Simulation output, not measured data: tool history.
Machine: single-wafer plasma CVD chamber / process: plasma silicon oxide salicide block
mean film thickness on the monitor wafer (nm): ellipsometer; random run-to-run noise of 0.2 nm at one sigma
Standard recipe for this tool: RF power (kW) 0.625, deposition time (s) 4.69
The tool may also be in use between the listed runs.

run    hour  RF power (kW)  deposition time (s)  wafers since the last listed run  hours since the last RF generator calibration  hours since the showerhead was replaced  hours since the gauge calibration  read-back reference wafer on the same gauge, thickness_nm  mean film thickness on the monitor wafer (nm)
  1     0.0          0.555                 4.69                                 0                                         1498.9                                   5469.5                              472.8                                                     38.705                                         43.284
  2    31.1          0.625                 4.46                              1149                                         1530.0                                   5500.6                              503.9                                                     38.795                                         42.102
  3    66.1          0.625                 4.46                              1293                                         1565.0                                   5535.6                              538.9                                                     38.788                                         42.419
  4    97.9          0.625                 4.69                              1175                                         1596.8                                   5567.4                              570.7                                                     38.777                                         44.556
  5   121.9          0.625                 4.69                               886                                         1620.8                                   5591.4                              594.7                                                     38.828                                         44.985
  6   154.8          0.625                 4.08                              1215                                         1653.7                                   5624.3                              627.6                                                     38.830                                         38.700
  7   175.4          0.625                 4.08                               761                                         1674.3                                   5644.9                              648.2                                                     38.821                                         38.723
  8   192.3          0.625                 4.08                               624                                         1691.2                                   5661.8                              665.1                                                     38.861                                         38.761
  9   224.8          0.625                 4.69                              1201                                         1723.7                                   5694.3                              697.6                                                     38.828                                         44.321
 10   247.0          0.625                 5.41                               820                                         1745.9                                   5716.5                              719.8                                                     38.893                                         51.109
 11   271.1          0.535                 4.69                               890                                         1770.0                                   5740.6                              743.9                                                     38.848                                         43.161
 12   307.0          0.535                 4.69                              1326                                         1805.9                                   5776.5                              779.8                                                     38.832                                         43.214
 13   331.4          0.535                 4.69                               901                                         1830.3                                   5800.9                              804.2                                                     38.960                                         43.078
 14   347.2          0.625                 4.69                               583                                         1846.1                                   5816.7                              820.0                                                     38.883                                         44.580
 15   360.0          0.675                 4.69                               473                                         1858.9                                   5829.5                              832.8                                                     38.850                                         45.142
 16   388.6          0.675                 4.69                              1056                                         1887.5                                   5858.1                              861.4                                                     38.900                                         45.474
      407.4  -- RF generator calibrated
 17   417.8          0.675                 4.69                               783                                           10.4                                   5887.3                              890.6                                                     38.861                                         45.384
 18   434.9          0.625                 4.69                               631                                           27.5                                   5904.4                              907.7                                                     38.932                                         44.793
 19   467.4          0.625                 4.69                              1201                                           60.0                                   5936.9                              940.2                                                     38.809                                         44.779
 20   495.1          0.625                 4.69                              1023                                           87.7                                   5964.6                              967.9                                                     38.932                                         44.989
 21   530.1          0.550                 4.69                              1293                                          122.7                                   5999.6                             1002.9                                                     38.866                                         43.388
 22   544.4          0.740                 3.89                               528                                          137.0                                   6013.9                             1017.2                                                     38.873                                         38.196
 23   558.6          0.745                 5.39                               524                                          151.2                                   6028.1                             1031.4                                                     38.920                                         52.861
 24   580.8          0.625                 5.19                               820                                          173.4                                   6050.3                             1053.6                                                     38.957                                         49.980
 25   609.6          0.720                 4.69                              1064                                          202.2                                   6079.1                             1082.4                                                     39.026                                         45.779
 26   644.2          0.625                 4.69                              1278                                          236.8                                   6113.7                             1117.0                                                     38.916                                         44.447
 27   663.4          0.625                 4.69                               709                                          256.0                                   6132.9                             1136.2                                                     38.910                                         44.745
 28   685.6          0.625                 5.29                               820                                          278.2                                   6155.1                             1158.4                                                     38.882                                         50.652
 29   697.8          0.710                 4.37                               450                                          290.4                                   6167.3                             1170.6                                                     38.921                                         42.723
 30   716.7          0.670                 4.69                               698                                          309.3                                   6186.2                             1189.5                                                     38.979                                         45.595
 31   729.0          0.625                 4.69                               454                                          321.6                                   6198.5                             1201.8                                                     38.928                                         44.785
 32   755.6          0.580                 4.41                               983                                          348.2                                   6225.1                             1228.4                                                     38.934                                         41.337
 33   786.1          0.625                 4.13                              1127                                          378.7                                   6255.6                             1258.9                                                     38.873                                         39.215
 34   806.3          0.705                 4.69                               746                                          398.9                                   6275.8                             1279.1                                                     39.008                                         46.039
      823.2  -- showerhead replaced
 35   824.3          0.625                 4.69                               369                                          416.9                                      1.1                             1297.1                                                     38.940                                         44.708
      842.2  -- gauge calibrated
 36   852.6          0.545                 4.42                              1045                                          445.2                                     29.4                               10.4                                                     38.038                                         40.449
 37   900.2          0.625                 4.69                              1759                                          492.8                                     77.0                               58.0                                                     38.209                                         43.784
 38   976.5          0.560                 3.94                              2819                                          569.1                                    153.3                              134.3                                                     38.306                                         36.185
 39  1011.3          0.710                 4.20                              1286                                          603.9                                    188.1                              169.1                                                     38.360                                         40.368
 40  1031.9          0.680                 5.21                               761                                          624.5                                    208.7                              189.7                                                     38.390                                         49.542
 41  1057.9          0.545                 5.58                               960                                          650.5                                    234.7                              215.7                                                     38.419                                         50.810
 42  1142.7          0.670                 5.23                              3133                                          735.3                                    319.5                              300.5                                                     38.502                                         50.370
 43  1167.2          0.515                 5.09                               905                                          759.8                                    344.0                              325.0                                                     38.579                                         46.386
 44  1201.6          0.625                 4.16                              1271                                          794.2                                    378.4                              359.4                                                     38.609                                         39.103

Pick out some run-to-run changes in mean film thickness on the monitor wafer (nm). Of each, how much would a tool without hidden state show as well, from the settings, what came in and chance, and how much is left for the hidden state and any gauge scatter not in both results compared?
The hidden state here: delivered RF power above the setpoint (%); gauge reads high (%).
Run 10 -> 11: RF power (kW) 0.625 -> 0.535, deposition time (s) 5.41 -> 4.69. mean film thickness on the monitor wafer (nm) -7.948: hidden state -0.160, all else -7.788.
Run 22 -> 23: RF power (kW) 0.740 -> 0.745, deposition time (s) 3.89 -> 5.39. mean film thickness on the monitor wafer (nm) +14.665: hidden state +0.350, all else +14.315.
Run 28 -> 29: RF power (kW) 0.625 -> 0.710, deposition time (s) 5.29 -> 4.37. mean film thickness on the monitor wafer (nm) -7.929: hidden state -0.189, all else -7.740.
Run 35 -> 36: RF power (kW) 0.625 -> 0.545, deposition time (s) 4.69 -> 4.42, gauge calibrated. mean film thickness on the monitor wafer (nm) -4.259: hidden state -1.034, all else -3.225.
Run 39 -> 40: RF power (kW) 0.710 -> 0.680, deposition time (s) 4.20 -> 5.21. mean film thickness on the monitor wafer (nm) +9.174: hidden state +0.126, all else +9.048.

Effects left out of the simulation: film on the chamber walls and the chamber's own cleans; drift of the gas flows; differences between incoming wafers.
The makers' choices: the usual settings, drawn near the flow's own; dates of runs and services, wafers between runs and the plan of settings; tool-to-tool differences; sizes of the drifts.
